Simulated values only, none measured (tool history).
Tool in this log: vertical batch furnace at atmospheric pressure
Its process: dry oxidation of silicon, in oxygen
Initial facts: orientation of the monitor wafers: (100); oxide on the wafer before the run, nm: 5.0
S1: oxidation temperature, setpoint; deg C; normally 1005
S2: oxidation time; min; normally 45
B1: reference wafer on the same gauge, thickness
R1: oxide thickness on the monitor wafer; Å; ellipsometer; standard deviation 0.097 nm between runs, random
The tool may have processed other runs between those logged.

run,hour,S1,S2,B1,R1
1,0,1005,45,36.13,388.9
2,64,1005,45,36.08,389.3
3,166.8,1005,45,36.09,389.5
4,260.4,999,45,36.1,365.7
5,336.9,999,45,36.06,366.8
6,442.3,1005,45,36.07,386.8
7,516.6,1005,45,36.09,386.4
8,570.2,1005,45,36.15,384.7
# hour 675.5: boat lift adjusted
# hour 683.2: thermocouples replaced and temperature profile calibrated
9,683.7,1005,61,36.12,473.6
10,723.2,1005,61,36.13,472.5
11,761.7,1005,61,36.15,473.5
12,858,988,45,36.17,335.5
13,929.5,1013,34,36.15,362.2
14,1003.2,1020,30.5,36.1,360.1
15,1102.1,998,66,36.1,469.3
16,1184.3,1005,45,36.09,395.1
17,1239.3,1005,45,36.13,396.4
18,1339.4,994,59.5,36.1,425
19,1383.6,1022,65,36.08,587.4
20,1473.8,1028,38,36.12,444.4
# hour 1479.5: gauge calibrated
21,1520.4,1013,26,36.08,312.1
22,1779.2,1019,62,36.09,554.4
23,1847.7,1020,30.5,36.08,365.4
24,1901.5,1005,45,36.07,400.8

Alternative continuations, all from the tool just after run 24; predict every row:
A,1906.2,1005,38.5,?,?
B,1906.2,984,27.5,?,?
C,1906.2,1005,58.5,?,?
D,1906.2,998,30.5,?,?
E,1906.2,993,37.5,?,?

run,B1,R1
A,36.15,366.9
B,36.15,249.2
C,36.15,473.2
D,36.15,301.3
E,36.15,322.2
Stripped of hidden state, with their random variation kept, the same runs would have yielded:
run,R1
A,359.4
B,244.5
C,463.3
D,294.9
E,315.4
